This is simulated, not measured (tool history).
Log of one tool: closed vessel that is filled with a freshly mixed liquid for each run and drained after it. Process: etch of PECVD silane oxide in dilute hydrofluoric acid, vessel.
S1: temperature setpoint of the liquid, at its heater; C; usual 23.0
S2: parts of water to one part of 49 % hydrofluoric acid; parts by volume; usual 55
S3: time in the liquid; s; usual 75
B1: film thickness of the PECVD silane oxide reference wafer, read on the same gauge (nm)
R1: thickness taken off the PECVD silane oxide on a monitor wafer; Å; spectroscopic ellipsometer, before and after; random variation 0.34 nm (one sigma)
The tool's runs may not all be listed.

run,hour,S1,S2,S3,B1,R1
1,0.0,24.5,55,75,130.00,614.0
2,31.7,23.0,55,75,129.99,575.8
3,44.2,23.0,55,75,130.01,577.4
4,67.5,23.0,55,75,130.00,574.6
5,86.5,26.5,55,75,129.99,673.7
6,105.5,26.5,55,75,130.00,672.4
# hour 115.5: gauge calibrated
7,137.9,26.5,55,75,129.98,669.3
8,157.9,23.0,55,75,129.99,581.3
9,207.2,23.0,35,75,130.01,924.7
10,237.2,21.0,45,85,129.98,742.7
# hour 260.3: thermometer replaced
11,260.8,21.5,70,100,130.00,535.2
12,289.5,23.0,55,40,129.99,296.3
13,307.0,23.0,65,75,129.99,469.0
14,329.9,23.0,55,75,129.99,553.1
15,363.2,23.0,40,35,129.99,360.0
16,391.4,24.5,55,115,129.98,906.2
17,420.8,26.5,55,75,130.02,639.4
18,434.0,23.0,55,75,130.00,549.8
# hour 455.6: hydrofluoric acid flow meter replaced
19,469.0,23.0,55,75,130.01,543.7
20,490.0,28.0,65,100,129.99,751.9
# hour 492.8: thermometer replaced, repeated, since the last time left the tool worse
21,517.8,23.0,55,75,130.03,614.8
22,533.7,20.5,55,75,130.01,551.0
23,558.4,23.0,45,95,130.01,959.2
24,576.8,26.0,25,60,130.00,1279.1
25,608.6,26.0,55,90,130.03,836.0
26,631.0,27.5,70,50,130.01,380.1
27,665.0,23.0,55,75,130.03,613.6
28,692.6,23.0,55,75,130.01,612.9
29,708.4,26.0,80,55,129.99,335.5
30,746.8,19.0,40,55,129.99,533.6
31,771.1,21.5,55,95,130.01,729.2
32,790.3,23.0,70,75,130.00,469.0
33,820.3,23.0,75,110,129.99,636.6

The tool's hidden state at each run:
hydrofluoric acid flow below the setpoint (%): 0 in every run
gauge reads high (%): 0 in every run
H1: liquid colder than its thermometer reads (K)
run,H1
1,1.54
2,1.57
3,1.58
4,1.61
5,1.62
6,1.64
7,1.68
8,1.7
9,1.75
10,1.77
11,2.64
12,2.67
13,2.69
14,2.71
15,2.75
16,2.77
17,2.8
18,2.82
19,2.85
20,2.87
21,0.0841
22,0.1
23,0.125
24,0.143
25,0.175
26,0.197
27,0.231
28,0.258
29,0.274
30,0.312
31,0.336
32,0.356
33,0.386

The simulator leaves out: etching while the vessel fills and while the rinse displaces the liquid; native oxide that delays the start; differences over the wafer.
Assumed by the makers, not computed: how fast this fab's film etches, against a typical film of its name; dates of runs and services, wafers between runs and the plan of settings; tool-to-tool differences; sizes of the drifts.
